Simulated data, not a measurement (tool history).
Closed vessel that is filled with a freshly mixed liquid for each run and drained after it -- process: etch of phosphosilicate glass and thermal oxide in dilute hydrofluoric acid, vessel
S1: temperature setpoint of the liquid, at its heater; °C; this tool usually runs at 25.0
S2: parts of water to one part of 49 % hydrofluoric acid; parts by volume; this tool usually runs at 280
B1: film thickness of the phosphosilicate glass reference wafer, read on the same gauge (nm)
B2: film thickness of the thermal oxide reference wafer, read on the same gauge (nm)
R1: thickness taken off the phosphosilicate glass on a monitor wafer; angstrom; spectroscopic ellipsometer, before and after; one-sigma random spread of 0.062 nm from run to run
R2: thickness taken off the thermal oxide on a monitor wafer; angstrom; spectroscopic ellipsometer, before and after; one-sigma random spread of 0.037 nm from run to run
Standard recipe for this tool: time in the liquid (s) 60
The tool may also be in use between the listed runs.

Run 1, hour 0.0: usual settings; B1 109.98; B2 89.987. Result: R1 109.3 angstrom, R2 9.31 angstrom.
Run 2, hour 95.9: usual settings; B1 110.01; B2 89.994. Result: R1 109.7 angstrom, R2 9.35 angstrom.
Run 3, hour 206.9: usual settings but time in the liquid (s) 50; B1 109.95; B2 90.015. Result: R1 91.3 angstrom, R2 7.82 angstrom.
At hour 249.7: hydrofluoric acid flow meter replaced.
Run 4, hour 256.4: usual settings but S1 29.0 °C; B1 110.04; B2 90.016. Result: R1 125.5 angstrom, R2 10.87 angstrom.
Run 5, hour 341.3: usual settings but S1 29.0 °C; B1 110.01; B2 90.024. Result: R1 125.6 angstrom, R2 10.34 angstrom.
Run 6, hour 381.3: usual settings; B1 110.03; B2 90.002. Result: R1 110.9 angstrom, R2 9.72 angstrom.
At hour 392.7: gauge calibrated.
Run 7, hour 476.2: usual settings; B1 110.06; B2 90.004. Result: R1 110.6 angstrom, R2 8.95 angstrom.
Run 8, hour 582.3: usual settings; B1 109.94; B2 89.957. Result: R1 112.4 angstrom, R2 9.39 angstrom.
Run 9, hour 626.9: usual settings but S1 20.0 °C, S2 160 parts by volume, time in the liquid (s) 90; B1 110.01; B2 89.959. Result: R1 274.0 angstrom, R2 23.13 angstrom.
Run 10, hour 699.8: usual settings but S1 30.0 °C, S2 170 parts by volume, time in the liquid (s) 30; B1 109.98; B2 89.954. Result: R1 124.0 angstrom, R2 10.74 angstrom.
At hour 711.4: hydrofluoric acid flow meter replaced.
Run 11, hour 778.9: usual settings; B1 110.03; B2 90.025. Result: R1 112.5 angstrom, R2 10.18 angstrom.
At hour 784.4: thermometer replaced.
Run 12, hour 854.8: usual settings but S1 29.0 °C; B1 109.99; B2 90.019. Result: R1 131.7 angstrom, R2 11.67 angstrom.
Run 13, hour 950.0: usual settings but S1 21.5 °C, time in the liquid (s) 85; B1 109.96; B2 90.004. Result: R1 147.4 angstrom, R2 12.84 angstrom.
Run 14, hour 1019.4: usual settings but S1 30.0 °C, S2 190 parts by volume, time in the liquid (s) 35; B1 110.01; B2 90.000. Result: R1 132.1 angstrom, R2 11.18 angstrom.
At hour 1089.2: thermometer replaced, repeated, since the last time left the tool worse.
Run 15, hour 1121.8: usual settings but S1 22.0 °C, S2 330 parts by volume, time in the liquid (s) 40; B1 109.99; B2 89.992. Result: R1 51.2 angstrom, R2 4.08 angstrom.
At hour 1171.1: hydrofluoric acid flow meter replaced.
Run 16, hour 1237.6: usual settings but S1 28.5 °C, S2 345 parts by volume, time in the liquid (s) 30; B1 110.02; B2 90.013. Result: R1 45.7 angstrom, R2 3.85 angstrom.

What the log doesn't show, run by run:
hydrofluoric acid flow above the setpoint (%): 0 across all the runs
gauge reads high (%): 0 across all the runs
H1: liquid hotter than its thermometer reads (K)
run     H1
  1  0.797
  2  0.901
  3   1.02
  4   1.07
  5   1.17
  6   1.21
  7   1.31
  8   1.43
  9   1.47
 10   1.55
 11   1.64
 12      3
 13    3.1
 14   3.18
 15  0.152
 16  0.277

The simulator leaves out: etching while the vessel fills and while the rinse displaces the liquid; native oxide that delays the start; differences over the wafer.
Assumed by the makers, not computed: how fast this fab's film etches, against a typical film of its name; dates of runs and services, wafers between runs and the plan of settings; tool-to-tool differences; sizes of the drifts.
